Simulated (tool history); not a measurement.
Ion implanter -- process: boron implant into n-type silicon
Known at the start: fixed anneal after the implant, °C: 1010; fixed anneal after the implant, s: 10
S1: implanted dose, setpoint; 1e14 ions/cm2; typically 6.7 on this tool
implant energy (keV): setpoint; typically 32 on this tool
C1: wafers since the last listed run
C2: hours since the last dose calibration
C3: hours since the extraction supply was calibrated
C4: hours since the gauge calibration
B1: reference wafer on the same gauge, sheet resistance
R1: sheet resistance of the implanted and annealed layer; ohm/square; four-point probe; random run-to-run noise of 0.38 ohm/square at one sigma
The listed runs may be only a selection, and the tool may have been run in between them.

Run 1, hour 0: usual settings but S1 6.16 1e14 ions/cm2, implant energy (keV) 23.5; C1 0; C2 1075.9; C3 5777.1; C4 1875.1; B1 147.92. Result: R1 170.1 ohm/square.
Run 2, hour 24.8: usual settings but S1 6.16 1e14 ions/cm2, implant energy (keV) 23.5; C1 511; C2 1100.7; C3 5801.9; C4 1899.9; B1 148.01. Result: R1 169.89 ohm/square.
Run 3, hour 81.8: usual settings but S1 6.16 1e14 ions/cm2, implant energy (keV) 23.5; C1 1176; C2 1157.7; C3 5858.9; C4 1956.9; B1 147.91. Result: R1 169.4 ohm/square.
Run 4, hour 113.5: usual settings but implant energy (keV) 40.5; C1 654; C2 1189.4; C3 5890.6; C4 1988.6; B1 147.98. Result: R1 150.46 ohm/square.
Run 5, hour 176.6: usual settings; C1 1302; C2 1252.5; C3 5953.7; C4 2051.7; B1 148.03. Result: R1 153.24 ohm/square.
Run 6, hour 234.7: usual settings; C1 1199; C2 1310.6; C3 6011.8; C4 2109.8; B1 148.14. Result: R1 153.47 ohm/square.
Run 7, hour 396.7: usual settings; C1 3344; C2 1472.6; C3 6173.8; C4 2271.8; B1 147.99. Result: R1 153.35 ohm/square.
Run 8, hour 433.1: usual settings; C1 751; C2 1509; C3 6210.2; C4 2308.2; B1 148.03. Result: R1 153.08 ohm/square.
Run 9, hour 489.5: usual settings; C1 1164; C2 1565.4; C3 6266.6; C4 2364.6; B1 148.03. Result: R1 153.08 ohm/square.
Run 10, hour 523.9: usual settings but implant energy (keV) 26; C1 710; C2 1599.8; C3 6301; C4 2399; B1 148.12. Result: R1 155.4 ohm/square.
At hour 568.2: gauge calibrated.
Run 11, hour 569.4: usual settings; C1 939; C2 1645.3; C3 6346.5; C4 1.2; B1 147.83. Result: R1 152.96 ohm/square.
Run 12, hour 609.1: usual settings; C1 819; C2 1685; C3 6386.2; C4 40.9; B1 148. Result: R1 153.36 ohm/square.
Run 13, hour 664.5: usual settings but S1 8.22 1e14 ions/cm2; C1 1143; C2 1740.4; C3 6441.6; C4 96.3; B1 148.01. Result: R1 128.41 ohm/square.
Run 14, hour 700.4: usual settings; C1 741; C2 1776.3; C3 6477.5; C4 132.2; B1 148.01. Result: R1 152.99 ohm/square.
Run 15, hour 765.6: usual settings; C1 1346; C2 1841.5; C3 6542.7; C4 197.4; B1 147.87. Result: R1 153.02 ohm/square.
Run 16, hour 793.6: usual settings but S1 6.19 1e14 ions/cm2, implant energy (keV) 21; C1 578; C2 1869.5; C3 6570.7; C4 225.4; B1 147.86. Result: R1 169.62 ohm/square.
Run 17, hour 848.8: usual settings; C1 1139; C2 1924.7; C3 6625.9; C4 280.6; B1 148.05. Result: R1 152.89 ohm/square.
At hour 886.4: extraction supply calibrated.
Run 18, hour 911.4: usual settings; C1 1127; C2 1987.3; C3 25; C4 343.2; B1 148.05. Result: R1 152.78 ohm/square.
Run 19, hour 950.5: usual settings but S1 8.57 1e14 ions/cm2, implant energy (keV) 39; C1 807; C2 2026.4; C3 64.1; C4 382.3; B1 148.02. Result: R1 123.61 ohm/square.
Run 20, hour 996: usual settings but S1 5.56 1e14 ions/cm2; C1 939; C2 2071.9; C3 109.6; C4 427.8; B1 148.04. Result: R1 177.93 ohm/square.
Run 21, hour 1029.7: usual settings but S1 7.25 1e14 ions/cm2, implant energy (keV) 40; C1 695; C2 2105.6; C3 143.3; C4 461.5; B1 147.87. Result: R1 140.76 ohm/square.
Run 22, hour 1089.5: usual settings but S1 7.98 1e14 ions/cm2, implant energy (keV) 23.5; C1 1234; C2 2165.4; C3 203.1; C4 521.3; B1 148.04. Result: R1 135.77 ohm/square.
Run 23, hour 1143.7: usual settings but S1 6.13 1e14 ions/cm2, implant energy (keV) 22; C1 1118; C2 2219.6; C3 257.3; C4 575.5; B1 148.2. Result: R1 169.92 ohm/square.
Run 24, hour 1176.1: usual settings; C1 668; C2 2252; C3 289.7; C4 607.9; B1 148.08. Result: R1 152.53 ohm/square.
At hour 1243.6: Faraday cup replaced and dose calibrated.
Run 25, hour 1244.1: usual settings but implant energy (keV) 42.5; C1 1238; C2 0.5; C3 357.7; C4 675.9; B1 148.03. Result: R1 152.37 ohm/square.
Run 26, hour 1272.8: usual settings but S1 7.6 1e14 ions/cm2, implant energy (keV) 27.5; C1 592; C2 29.2; C3 386.4; C4 704.6; B1 147.98. Result: R1 142.35 ohm/square.
Run 27, hour 1307.2: usual settings but S1 7.71 1e14 ions/cm2, implant energy (keV) 27; C1 710; C2 63.6; C3 420.8; C4 739; B1 148.06. Result: R1 140.45 ohm/square.
Run 28, hour 1351.7: usual settings but S1 8.09 1e14 ions/cm2, implant energy (keV) 41.5; C1 918; C2 108.1; C3 465.3; C4 783.5; B1 148.05. Result: R1 130.62 ohm/square.
Run 29, hour 1398.2: usual settings but S1 5.41 1e14 ions/cm2; C1 959; C2 154.6; C3 511.8; C4 830; B1 147.93. Result: R1 185.06 ohm/square.
Run 30, hour 1445.1: usual settings; C1 968; C2 201.5; C3 558.7; C4 876.9; B1 147.92. Result: R1 155.44 ohm/square.
Run 31, hour 1480.4: usual settings but S1 8.11 1e14 ions/cm2, implant energy (keV) 23; C1 728; C2 236.8; C3 594; C4 912.2; B1 148.15. Result: R1 135.69 ohm/square.
Run 32, hour 1519.4: usual settings but S1 8.2 1e14 ions/cm2, implant energy (keV) 25; C1 805; C2 275.8; C3 633; C4 951.2; B1 148.02. Result: R1 133.19 ohm/square.
Run 33, hour 1577.6: usual settings; C1 1201; C2 334; C3 691.2; C4 1009.4; B1 148.05. Result: R1 154.35 ohm/square.
Run 34, hour 1609: usual settings but S1 8.13 1e14 ions/cm2, implant energy (keV) 23; C1 648; C2 365.4; C3 722.6; C4 1040.8; B1 148.08. Result: R1 135.32 ohm/square.
Run 35, hour 1642.9: usual settings but S1 6.11 1e14 ions/cm2, implant energy (keV) 35; C1 699; C2 399.3; C3 756.5; C4 1074.7; B1 148.13. Result: R1 165.51 ohm/square.
Run 36, hour 1827.1: usual settings but S1 7.95 1e14 ions/cm2; C1 3802; C2 583.5; C3 940.7; C4 1258.9; B1 147.97. Result: R1 133.32 ohm/square.

How the hidden state differs across the entries between the runs, from the last listed run before each to the first after it:
Between runs 10 and 11: gauge calibrated (hour 568.2)
  deviation of the true dose from the Faraday cup's reading, %: 2.64 -> 2.67
  measured less the result without the state, R1: -3.48 -> -3.39 ohm/square
Between runs 17 and 18: extraction supply calibrated (hour 886.4)
  deviation of the true dose from the Faraday cup's reading, %: 2.82 -> 2.84
  measured less the result without the state, R1: -3.59 -> -3.61 ohm/square
Between runs 24 and 25: Faraday cup replaced and dose calibrated (hour 1243.6)
  deviation of the true dose from the Faraday cup's reading, %: 2.93 -> 0.173
  measured less the result without the state, R1: -3.72 -> -0.22 ohm/square

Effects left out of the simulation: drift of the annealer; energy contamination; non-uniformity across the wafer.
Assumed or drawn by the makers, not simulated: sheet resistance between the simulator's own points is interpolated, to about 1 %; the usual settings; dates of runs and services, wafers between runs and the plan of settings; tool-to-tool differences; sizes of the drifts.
